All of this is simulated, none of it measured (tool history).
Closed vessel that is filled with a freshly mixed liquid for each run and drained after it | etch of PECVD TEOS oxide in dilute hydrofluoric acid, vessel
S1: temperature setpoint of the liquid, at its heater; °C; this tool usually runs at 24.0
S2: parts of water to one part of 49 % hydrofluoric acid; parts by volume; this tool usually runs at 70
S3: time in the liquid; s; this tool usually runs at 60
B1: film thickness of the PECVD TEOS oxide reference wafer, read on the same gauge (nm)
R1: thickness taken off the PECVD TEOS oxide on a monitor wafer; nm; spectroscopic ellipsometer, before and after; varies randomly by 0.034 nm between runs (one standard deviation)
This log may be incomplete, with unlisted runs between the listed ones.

{"run": 1, "day": 0.0, "S1": 27.0, "S2": 70, "S3": 60, "B1": 139.99, "R1": 9.57}
{"run": 2, "day": 0.629, "S1": 24.0, "S2": 70, "S3": 60, "B1": 140.02, "R1": 8.43}
{"run": 3, "day": 1.312, "S1": 24.0, "S2": 70, "S3": 60, "B1": 139.99, "R1": 8.49}
{"run": 4, "day": 2.362, "S1": 24.0, "S2": 70, "S3": 60, "B1": 140.01, "R1": 8.49}
{"run": 5, "day": 3.433, "S1": 24.0, "S2": 70, "S3": 60, "B1": 139.99, "R1": 8.49}
{"run": 6, "day": 4.421, "S1": 24.0, "S2": 70, "S3": 60, "B1": 140.02, "R1": 8.47}
{"run": 7, "day": 5.179, "S1": 25.0, "S2": 70, "S3": 60, "B1": 139.99, "R1": 8.76}
{"run": 8, "day": 6.304, "S1": 25.0, "S2": 70, "S3": 60, "B1": 140.02, "R1": 8.74}
{"run": 9, "day": 7.542, "S1": 25.0, "S2": 70, "S3": 60, "B1": 139.99, "R1": 8.76}
{"run": 10, "day": 9.025, "S1": 24.0, "S2": 70, "S3": 60, "B1": 140.02, "R1": 8.35}
{"day": 9.858, "done": "gauge calibrated"}
{"run": 11, "day": 10.504, "S1": 24.0, "S2": 70, "S3": 60, "B1": 139.98, "R1": 8.44}
{"run": 12, "day": 11.508, "S1": 24.0, "S2": 70, "S3": 60, "B1": 139.99, "R1": 8.42}
{"day": 12.042, "done": "hydrofluoric acid flow meter replaced"}
{"run": 13, "day": 12.346, "S1": 27.5, "S2": 70, "S3": 45, "B1": 140.04, "R1": 7.48}
{"run": 14, "day": 13.446, "S1": 24.0, "S2": 40, "S3": 60, "B1": 140.03, "R1": 15.82}
{"run": 15, "day": 14.208, "S1": 24.0, "S2": 70, "S3": 60, "B1": 140.0, "R1": 8.66}
{"run": 16, "day": 14.921, "S1": 22.0, "S2": 95, "S3": 95, "B1": 139.99, "R1": 9.02}
{"run": 17, "day": 15.85, "S1": 24.0, "S2": 85, "S3": 90, "B1": 140.03, "R1": 10.45}
{"run": 18, "day": 17.067, "S1": 19.5, "S2": 70, "S3": 80, "B1": 140.01, "R1": 9.52}
{"day": 17.212, "done": "thermometer replaced"}
{"run": 19, "day": 17.867, "S1": 24.0, "S2": 50, "S3": 60, "B1": 140.0, "R1": 12.39}
{"run": 20, "day": 19.204, "S1": 24.0, "S2": 95, "S3": 75, "B1": 139.99, "R1": 7.71}
{"run": 21, "day": 20.571, "S1": 24.0, "S2": 70, "S3": 60, "B1": 140.0, "R1": 8.61}
{"run": 22, "day": 21.238, "S1": 24.0, "S2": 95, "S3": 80, "B1": 140.01, "R1": 8.17}
{"run": 23, "day": 22.621, "S1": 19.0, "S2": 90, "S3": 60, "B1": 139.96, "R1": 5.3}
{"run": 24, "day": 23.796, "S1": 26.0, "S2": 70, "S3": 30, "B1": 139.97, "R1": 4.65}
{"run": 25, "day": 25.088, "S1": 24.0, "S2": 70, "S3": 60, "B1": 140.01, "R1": 8.54}

Predict each of these 5 candidate next runs independently; none follows another, all start after run 25:
{"run": "A", "day": 25.117, "S1": 24.0, "S2": 70, "S3": 60, "B1": "?", "R1": "?"}
{"run": "B", "day": 25.117, "S1": 25.5, "S2": 70, "S3": 45, "B1": "?", "R1": "?"}
{"run": "C", "day": 25.117, "S1": 24.0, "S2": 45, "S3": 90, "B1": "?", "R1": "?"}
{"run": "D", "day": 25.117, "S1": 26.5, "S2": 95, "S3": 50, "B1": "?", "R1": "?"}
{"run": "E", "day": 25.117, "S1": 24.0, "S2": 95, "S3": 60, "B1": "?", "R1": "?"}

run=A B1=139.98 R1=8.58
run=B B1=139.98 R1=6.84
run=C B1=139.98 R1=20.70
run=D B1=139.98 R1=5.63
run=E B1=139.98 R1=6.12
Take away the tool's hidden state, keep each run's random variation, and the runs would have read:
run=A R1=8.71
run=B R1=6.94
run=C R1=21.00
run=D R1=5.72
run=E R1=6.22
